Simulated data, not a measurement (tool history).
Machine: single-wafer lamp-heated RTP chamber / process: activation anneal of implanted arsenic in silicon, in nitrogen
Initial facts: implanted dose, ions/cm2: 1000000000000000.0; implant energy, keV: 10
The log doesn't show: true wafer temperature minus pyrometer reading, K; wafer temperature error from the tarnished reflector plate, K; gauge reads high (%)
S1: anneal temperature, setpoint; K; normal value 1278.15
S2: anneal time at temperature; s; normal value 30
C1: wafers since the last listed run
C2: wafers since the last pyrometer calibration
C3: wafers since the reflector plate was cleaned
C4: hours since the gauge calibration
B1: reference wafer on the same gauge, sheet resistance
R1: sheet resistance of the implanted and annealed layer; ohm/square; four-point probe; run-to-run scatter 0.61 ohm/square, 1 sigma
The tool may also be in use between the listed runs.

{"run": 1, "hour": 0.0, "S1": 1254.15, "S2": 30, "C1": 0, "C2": 4976, "C3": 875, "C4": 39.7, "B1": 120, "R1": 166.84}
{"run": 2, "hour": 10.8, "S1": 1254.15, "S2": 30, "C1": 86, "C2": 5063, "C3": 962, "C4": 50.5, "B1": 120.1, "R1": 168.28}
{"run": 3, "hour": 18.6, "S1": 1261.15, "S2": 25, "C1": 62, "C2": 5126, "C3": 1024, "C4": 58.3, "B1": 119.96, "R1": 166.66}
{"run": 4, "hour": 30.8, "S1": 1278.15, "S2": 30, "C1": 98, "C2": 5224, "C3": 1122, "C4": 70.5, "B1": 119.81, "R1": 149.91}
{"run": 5, "hour": 38.4, "S1": 1278.15, "S2": 30, "C1": 61, "C2": 5285, "C3": 1184, "C4": 78.1, "B1": 119.99, "R1": 149.72}
{"run": 6, "hour": 46.4, "S1": 1278.15, "S2": 30, "C1": 64, "C2": 5349, "C3": 1248, "C4": 86.1, "B1": 119.99, "R1": 149.31}
{"run": 7, "hour": 55.8, "S1": 1278.15, "S2": 41, "C1": 75, "C2": 5425, "C3": 1323, "C4": 95.5, "B1": 119.89, "R1": 140.79}
{"run": 8, "hour": 73.3, "S1": 1278.15, "S2": 41, "C1": 140, "C2": 5565, "C3": 1464, "C4": 113, "B1": 120.08, "R1": 140.72}
{"run": 9, "hour": 87.3, "S1": 1269.15, "S2": 30, "C1": 112, "C2": 5678, "C3": 1577, "C4": 127, "B1": 120.09, "R1": 154.48}
{"run": 10, "hour": 96.1, "S1": 1269.15, "S2": 30, "C1": 70, "C2": 5748, "C3": 1647, "C4": 135.8, "B1": 120.11, "R1": 154.16}
{"run": 11, "hour": 105.1, "S1": 1269.15, "S2": 30, "C1": 72, "C2": 5821, "C3": 1720, "C4": 144.8, "B1": 119.94, "R1": 155.79}
{"run": 12, "hour": 114.2, "S1": 1278.15, "S2": 17, "C1": 73, "C2": 5894, "C3": 1793, "C4": 153.9, "B1": 119.98, "R1": 163.28}
{"run": 13, "hour": 124.6, "S1": 1278.15, "S2": 17, "C1": 83, "C2": 5978, "C3": 1876, "C4": 164.3, "B1": 120.13, "R1": 163.81}
{"run": 14, "hour": 140.8, "S1": 1278.15, "S2": 30, "C1": 130, "C2": 6108, "C3": 2007, "C4": 180.5, "B1": 119.74, "R1": 149.01}
{"hour": 153.2, "done": "pyrometer window cleaned and pyrometer calibrated"}
{"run": 15, "hour": 153.7, "S1": 1278.15, "S2": 30, "C1": 39, "C2": 3, "C3": 2046, "C4": 193.4, "B1": 119.98, "R1": 148.76}
{"hour": 154.5, "done": "gauge calibrated"}
{"run": 16, "hour": 163.9, "S1": 1278.15, "S2": 30, "C1": 81, "C2": 85, "C3": 2128, "C4": 9.4, "B1": 119.98, "R1": 147.59}
{"run": 17, "hour": 171.3, "S1": 1278.15, "S2": 30, "C1": 59, "C2": 145, "C3": 2187, "C4": 16.8, "B1": 119.9, "R1": 149.74}
{"run": 18, "hour": 185.7, "S1": 1257.15, "S2": 13, "C1": 115, "C2": 260, "C3": 2303, "C4": 31.2, "B1": 119.86, "R1": 186.07}
{"run": 19, "hour": 203.5, "S1": 1278.15, "S2": 30, "C1": 143, "C2": 403, "C3": 2446, "C4": 49, "B1": 120.08, "R1": 149.16}
{"run": 20, "hour": 210.9, "S1": 1278.15, "S2": 30, "C1": 59, "C2": 463, "C3": 2506, "C4": 56.4, "B1": 120.1, "R1": 149.7}
{"run": 21, "hour": 226.3, "S1": 1304.15, "S2": 45, "C1": 123, "C2": 587, "C3": 2630, "C4": 71.8, "B1": 120.05, "R1": 126.91}
{"run": 22, "hour": 242.9, "S1": 1294.15, "S2": 35, "C1": 133, "C2": 720, "C3": 2763, "C4": 88.4, "B1": 120.16, "R1": 135.4}
{"run": 23, "hour": 259.1, "S1": 1269.15, "S2": 23, "C1": 130, "C2": 850, "C3": 2893, "C4": 104.6, "B1": 119.93, "R1": 162.39}
{"run": 24, "hour": 275.0, "S1": 1249.15, "S2": 41, "C1": 127, "C2": 978, "C3": 3021, "C4": 120.5, "B1": 120.09, "R1": 163.07}
{"run": 25, "hour": 282.4, "S1": 1278.15, "S2": 17, "C1": 59, "C2": 1038, "C3": 3080, "C4": 127.9, "B1": 120.05, "R1": 164.4}
{"hour": 295.5, "done": "reflector plate cleaned"}
{"run": 26, "hour": 296.0, "S1": 1258.15, "S2": 43, "C1": 45, "C2": 1083, "C3": 4, "C4": 141.5, "B1": 120.09, "R1": 155.2}
{"run": 27, "hour": 302.2, "S1": 1294.15, "S2": 40, "C1": 49, "C2": 1133, "C3": 53, "C4": 147.7, "B1": 119.94, "R1": 133.66}
{"run": 28, "hour": 309.6, "S1": 1278.15, "S2": 30, "C1": 59, "C2": 1192, "C3": 113, "C4": 155.1, "B1": 120.06, "R1": 148.78}
{"run": 29, "hour": 319.7, "S1": 1278.15, "S2": 30, "C1": 81, "C2": 1273, "C3": 194, "C4": 165.2, "B1": 120.04, "R1": 147.58}
{"run": 30, "hour": 342.6, "S1": 1269.15, "S2": 35, "C1": 184, "C2": 1457, "C3": 378, "C4": 188.1, "B1": 120.09, "R1": 152.32}
{"run": 31, "hour": 359.5, "S1": 1295.15, "S2": 42, "C1": 135, "C2": 1593, "C3": 514, "C4": 205, "B1": 119.96, "R1": 130.63}
{"run": 32, "hour": 371.7, "S1": 1278.15, "S2": 30, "C1": 98, "C2": 1691, "C3": 612, "C4": 217.2, "B1": 120.03, "R1": 149.12}
{"hour": 374.5, "done": "gauge calibrated"}
{"run": 33, "hour": 386.3, "S1": 1278.15, "S2": 30, "C1": 117, "C2": 1808, "C3": 729, "C4": 11.8, "B1": 119.94, "R1": 148.71}
{"run": 34, "hour": 396.8, "S1": 1278.15, "S2": 44, "C1": 84, "C2": 1893, "C3": 814, "C4": 22.3, "B1": 120.07, "R1": 138.97}
{"run": 35, "hour": 407.9, "S1": 1263.15, "S2": 23, "C1": 89, "C2": 1982, "C3": 903, "C4": 33.4, "B1": 119.84, "R1": 167.08}

5 options for the next run, each taken on its own from the tool as it stands now. Forecast them:
{"run": "A", "hour": 408.3, "S1": 1278.15, "S2": 16, "C1": 3, "C2": 1985, "C3": 906, "C4": 33.8, "B1": "?", "R1": "?"}
{"run": "B", "hour": 408.3, "S1": 1308.15, "S2": 47, "C1": 3, "C2": 1985, "C3": 906, "C4": 33.8, "B1": "?", "R1": "?"}
{"run": "C", "hour": 408.3, "S1": 1278.15, "S2": 15, "C1": 3, "C2": 1985, "C3": 906, "C4": 33.8, "B1": "?", "R1": "?"}
{"run": "D", "hour": 408.3, "S1": 1249.15, "S2": 44, "C1": 3, "C2": 1985, "C3": 906, "C4": 33.8, "B1": "?", "R1": "?"}
{"run": "E", "hour": 408.3, "S1": 1260.15, "S2": 14, "C1": 3, "C2": 1985, "C3": 906, "C4": 33.8, "B1": "?", "R1": "?"}

run=A B1=120.13 R1=164.86
run=B B1=120.13 R1=124.59
run=C B1=120.13 R1=166.51
run=D B1=120.13 R1=161.36
run=E B1=120.13 R1=181.44
Without the tool's hidden state the same runs would have given:
run=A R1=164.86
run=B R1=124.59
run=C R1=166.51
run=D R1=161.36
run=E R1=181.44

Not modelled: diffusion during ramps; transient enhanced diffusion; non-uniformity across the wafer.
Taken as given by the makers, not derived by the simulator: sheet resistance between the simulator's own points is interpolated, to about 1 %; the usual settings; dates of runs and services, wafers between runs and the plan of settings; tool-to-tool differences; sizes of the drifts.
